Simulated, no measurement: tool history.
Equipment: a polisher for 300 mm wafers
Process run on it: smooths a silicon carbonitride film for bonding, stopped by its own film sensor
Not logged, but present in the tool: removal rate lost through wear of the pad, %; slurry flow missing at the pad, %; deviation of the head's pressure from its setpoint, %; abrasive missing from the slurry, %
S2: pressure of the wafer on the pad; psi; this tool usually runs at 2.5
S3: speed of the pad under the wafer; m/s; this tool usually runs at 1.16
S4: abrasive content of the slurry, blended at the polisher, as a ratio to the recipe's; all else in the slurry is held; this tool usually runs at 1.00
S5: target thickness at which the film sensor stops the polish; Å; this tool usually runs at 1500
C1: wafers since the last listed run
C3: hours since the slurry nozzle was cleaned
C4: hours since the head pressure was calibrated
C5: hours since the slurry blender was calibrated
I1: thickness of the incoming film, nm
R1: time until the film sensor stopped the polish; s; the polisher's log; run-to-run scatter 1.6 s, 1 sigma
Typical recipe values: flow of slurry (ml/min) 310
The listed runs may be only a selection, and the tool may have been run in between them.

run 1 hour=0.0 | flow_of_slurry_(ml/min)=310 S2=2.2 S3=1.16 S4=1.00 S5=1500 | C1=0 wafers_polished_on_this_pad=1881 C3=327.1 C4=463.5 C5=199.8 | I1=192.5 | R1=130.3
run 2 hour=52.7 | flow_of_slurry_(ml/min)=310 S2=2.2 S3=1.16 S4=1.00 S5=1500 | C1=406 wafers_polished_on_this_pad=2288 C3=379.8 C4=516.2 C5=252.5 | I1=191.1 | R1=124.5
run 3 hour=108.4 | flow_of_slurry_(ml/min)=310 S2=2.2 S3=1.16 S4=1.00 S5=1500 | C1=429 wafers_polished_on_this_pad=2717 C3=435.5 C4=571.9 C5=308.2 | I1=190.2 | R1=121.3
run 4 hour=198.8 | flow_of_slurry_(ml/min)=310 S2=2.5 S3=1.16 S4=1.00 S5=1500 | C1=696 wafers_polished_on_this_pad=3413 C3=525.9 C4=662.3 C5=398.6 | I1=191.0 | R1=111.7
-- hour=230.3 slurry nozzle cleaned
run 5 hour=269.2 | flow_of_slurry_(ml/min)=310 S2=2.5 S3=1.16 S4=1.00 S5=1500 | C1=534 wafers_polished_on_this_pad=3948 C3=38.9 C4=732.7 C5=469.0 | I1=190.2 | R1=113.2
-- hour=317.7 worn pad replaced by a new one
run 6 hour=359.2 | flow_of_slurry_(ml/min)=310 S2=2.5 S3=1.28 S4=1.00 S5=1500 | C1=662 wafers_polished_on_this_pad=319 C3=128.9 C4=822.7 C5=559.0 | I1=193.4 | R1=117.3
-- hour=410.5 slurry blender recalibrated
-- hour=427.1 head pressure recalibrated
run 7 hour=441.5 | flow_of_slurry_(ml/min)=310 S2=2.5 S3=1.28 S4=1.00 S5=1500 | C1=603 wafers_polished_on_this_pad=923 C3=211.2 C4=14.4 C5=31.0 | I1=188.5 | R1=114.6
run 8 hour=577.7 | flow_of_slurry_(ml/min)=310 S2=2.5 S3=1.28 S4=1.00 S5=1500 | C1=1049 wafers_polished_on_this_pad=1972 C3=347.4 C4=150.6 C5=167.2 | I1=186.6 | R1=107.0
run 9 hour=627.5 | flow_of_slurry_(ml/min)=310 S2=2.5 S3=1.16 S4=1.00 S5=1500 | C1=383 wafers_polished_on_this_pad=2356 C3=397.2 C4=200.4 C5=217.0 | I1=191.3 | R1=137.2
run 10 hour=694.1 | flow_of_slurry_(ml/min)=310 S2=2.5 S3=1.16 S4=1.00 S5=1500 | C1=513 wafers_polished_on_this_pad=2869 C3=463.8 C4=267.0 C5=283.6 | I1=188.5 | R1=125.9
run 11 hour=770.6 | flow_of_slurry_(ml/min)=310 S2=2.5 S3=1.16 S4=1.00 S5=1570 | C1=589 wafers_polished_on_this_pad=3459 C3=540.3 C4=343.5 C5=360.1 | I1=192.3 | R1=119.2
-- hour=795.1 slurry nozzle cleaned
run 12 hour=854.1 | flow_of_slurry_(ml/min)=310 S2=2.5 S3=1.16 S4=1.00 S5=1500 | C1=635 wafers_polished_on_this_pad=4094 C3=59.0 C4=427.0 C5=443.6 | I1=190.6 | R1=138.7
-- hour=883.8 worn pad replaced by a new one
run 13 hour=913.5 | flow_of_slurry_(ml/min)=310 S2=2.8 S3=1.16 S4=1.10 S5=1500 | C1=426 wafers_polished_on_this_pad=228 C3=118.4 C4=486.4 C5=503.0 | I1=191.8 | R1=126.2
run 14 hour=1019.5 | flow_of_slurry_(ml/min)=260 S2=2.5 S3=0.88 S4=1.00 S5=1500 | C1=816 wafers_polished_on_this_pad=1045 C3=224.4 C4=592.4 C5=609.0 | I1=192.5 | R1=200.0
-- hour=1046.4 slurry blender recalibrated, repeated, since the last time left the tool worse
run 15 hour=1079.4 | flow_of_slurry_(ml/min)=310 S2=2.5 S3=1.16 S4=1.00 S5=1500 | C1=446 wafers_polished_on_this_pad=1491 C3=284.3 C4=652.3 C5=33.0 | I1=189.2 | R1=107.2
-- hour=1136.0 head pressure recalibrated
run 16 hour=1140.4 | flow_of_slurry_(ml/min)=310 S2=2.5 S3=0.78 S4=1.00 S5=1500 | C1=454 wafers_polished_on_this_pad=1946 C3=345.3 C4=4.4 C5=94.0 | I1=186.7 | R1=137.5
run 17 hour=1183.4 | flow_of_slurry_(ml/min)=310 S2=2.5 S3=1.16 S4=1.25 S5=1500 | C1=331 wafers_polished_on_this_pad=2277 C3=388.3 C4=47.4 C5=137.0 | I1=190.3 | R1=101.5
run 18 hour=1234.8 | flow_of_slurry_(ml/min)=395 S2=2.5 S3=1.42 S4=1.00 S5=1500 | C1=396 wafers_polished_on_this_pad=2673 C3=439.7 C4=98.8 C5=188.4 | I1=187.6 | R1=83.7
-- hour=1288.6 slurry nozzle cleaned
-- hour=1340.4 worn pad replaced by a new one
run 19 hour=1340.9 | flow_of_slurry_(ml/min)=310 S2=2.5 S3=1.16 S4=1.30 S5=1500 | C1=779 wafers_polished_on_this_pad=4 C3=52.3 C4=204.9 C5=294.5 | I1=191.8 | R1=100.8
run 20 hour=1425.8 | flow_of_slurry_(ml/min)=310 S2=2.5 S3=1.16 S4=1.00 S5=1500 | C1=654 wafers_polished_on_this_pad=658 C3=137.2 C4=289.8 C5=379.4 | I1=192.1 | R1=118.6
run 21 hour=1487.9 | flow_of_slurry_(ml/min)=310 S2=2.9 S3=1.16 S4=1.00 S5=1500 | C1=478 wafers_polished_on_this_pad=1136 C3=199.3 C4=351.9 C5=441.5 | I1=191.2 | R1=103.5
run 22 hour=1588.5 | flow_of_slurry_(ml/min)=310 S2=2.5 S3=1.16 S4=1.00 S5=1570 | C1=775 wafers_polished_on_this_pad=1912 C3=299.9 C4=452.5 C5=542.1 | I1=191.3 | R1=100.0
-- hour=1614.4 slurry blender recalibrated
run 23 hour=1679.3 | flow_of_slurry_(ml/min)=310 S2=2.5 S3=1.16 S4=1.00 S5=1500 | C1=684 wafers_polished_on_this_pad=2596 C3=390.7 C4=543.3 C5=64.9 | I1=192.1 | R1=113.9
run 24 hour=1783.7 | flow_of_slurry_(ml/min)=310 S2=1.7 S3=1.16 S4=1.00 S5=1610 | C1=804 wafers_polished_on_this_pad=3400 C3=495.1 C4=647.7 C5=169.3 | I1=189.4 | R1=107.3
run 25 hour=1820.1 | flow_of_slurry_(ml/min)=310 S2=2.5 S3=1.16 S4=1.00 S5=1500 | C1=280 wafers_polished_on_this_pad=3681 C3=531.5 C4=684.1 C5=205.7 | I1=189.7 | R1=106.9
-- hour=1833.8 slurry nozzle cleaned
run 26 hour=1889.2 | flow_of_slurry_(ml/min)=310 S2=2.5 S3=1.06 S4=1.00 S5=1500 | C1=524 wafers_polished_on_this_pad=4205 C3=55.4 C4=753.2 C5=274.8 | I1=191.3 | R1=118.5
-- hour=1902.7 worn pad replaced by a new one
run 27 hour=1943.7 | flow_of_slurry_(ml/min)=310 S2=3.2 S3=1.16 S4=1.30 S5=1580 | C1=389 wafers_polished_on_this_pad=315 C3=109.9 C4=807.7 C5=329.3 | I1=189.8 | R1=61.5
-- hour=2007.3 head pressure recalibrated
run 28 hour=2007.8 | flow_of_slurry_(ml/min)=310 S2=2.5 S3=1.00 S4=0.85 S5=1500 | C1=478 wafers_polished_on_this_pad=794 C3=174.0 C4=0.5 C5=393.4 | I1=189.7 | R1=138.0
run 29 hour=2066.3 | flow_of_slurry_(ml/min)=310 S2=2.5 S3=1.16 S4=1.00 S5=1500 | C1=450 wafers_polished_on_this_pad=1245 C3=232.5 C4=59.0 C5=451.9 | I1=192.3 | R1=120.2

5 ways to go on from here, each from the tool as it stands after run 29. What would each give?
run A hour=2066.8 | flow_of_slurry_(ml/min)=310 S2=2.5 S3=1.16 S4=1.00 S5=1500 | C1=3 wafers_polished_on_this_pad=1249 C3=233.0 C4=59.5 C5=452.4 | I1=188.4 | R1=?
run B hour=2066.8 | flow_of_slurry_(ml/min)=415 S2=2.0 S3=0.96 S4=1.00 S5=1500 | C1=3 wafers_polished_on_this_pad=1249 C3=233.0 C4=59.5 C5=452.4 | I1=188.4 | R1=?
run C hour=2066.8 | flow_of_slurry_(ml/min)=310 S2=1.6 S3=1.16 S4=1.00 S5=1500 | C1=3 wafers_polished_on_this_pad=1249 C3=233.0 C4=59.5 C5=452.4 | I1=188.4 | R1=?
run D hour=2066.8 | flow_of_slurry_(ml/min)=310 S2=3.3 S3=1.16 S4=1.00 S5=1500 | C1=3 wafers_polished_on_this_pad=1249 C3=233.0 C4=59.5 C5=452.4 | I1=188.4 | R1=?
run E hour=2066.8 | flow_of_slurry_(ml/min)=310 S2=2.2 S3=1.32 S4=1.00 S5=1500 | C1=3 wafers_polished_on_this_pad=1249 C3=233.0 C4=59.5 C5=452.4 | I1=188.4 | R1=?

run=A R1=108.6
run=B R1=150.9
run=C R1=159.1
run=D R1=84.7
run=E R1=109.5
Stripped of hidden state, with their random variation kept, the same runs would have yielded:
run=A R1=103.3
run=B R1=143.5
run=C R1=151.2
run=D R1=80.6
run=E R1=104.1
